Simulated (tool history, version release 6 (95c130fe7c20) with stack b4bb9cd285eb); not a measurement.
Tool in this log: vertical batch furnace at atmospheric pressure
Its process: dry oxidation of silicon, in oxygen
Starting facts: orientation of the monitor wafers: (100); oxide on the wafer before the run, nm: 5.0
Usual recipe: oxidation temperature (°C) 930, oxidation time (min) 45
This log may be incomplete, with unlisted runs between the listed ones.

run,day,oxidation temperature (°C),oxidation time (min),"read-back reference wafer on the same gauge, thickness",oxide thickness on the monitor wafer (nm)
1,0,920,45,24.8,21.03
2,1.425,930,35,24.78,19.76
3,2.646,930,35,24.78,19.75
4,3.512,920,29,24.82,16.37
# day 5.321: thermocouples replaced and temperature profile calibrated
5,5.342,920,29,24.81,16.35
6,5.496,930,45,24.81,22.71
# day 5.688: gauge calibrated
7,5.975,930,45,24.8,22.74
8,7.054,930,45,24.81,22.65
# day 8.15: boat lift adjusted
9,8.171,915,53,24.81,22.63
10,8.629,930,45,24.8,23.33
11,9.625,930,45,24.8,23.34
12,11.121,930,54,24.8,25.98
13,11.962,916,45,24.8,20.77
14,12.55,930,45,24.8,23.37
15,13.421,906,25.5,24.8,14.06
16,14.454,938,60.5,24.8,29.97

Branching from run 16: 4 alternative next runs. What would each branch give?
A,14.612,919,45,?,?
B,14.612,937,24.5,?,?
C,14.612,924,57.5,?,?
D,14.612,923,39,?,?

run,"read-back reference wafer on the same gauge, thickness",oxide thickness on the monitor wafer (nm)
A,24.79,21.25
B,24.79,17.52
C,24.79,25.59
D,24.79,20.24
Take away the tool's hidden state, keep each run's random variation, and the runs would have read:
run,oxide thickness on the monitor wafer (nm)
A,21.34
B,17.59
C,25.7
D,20.32
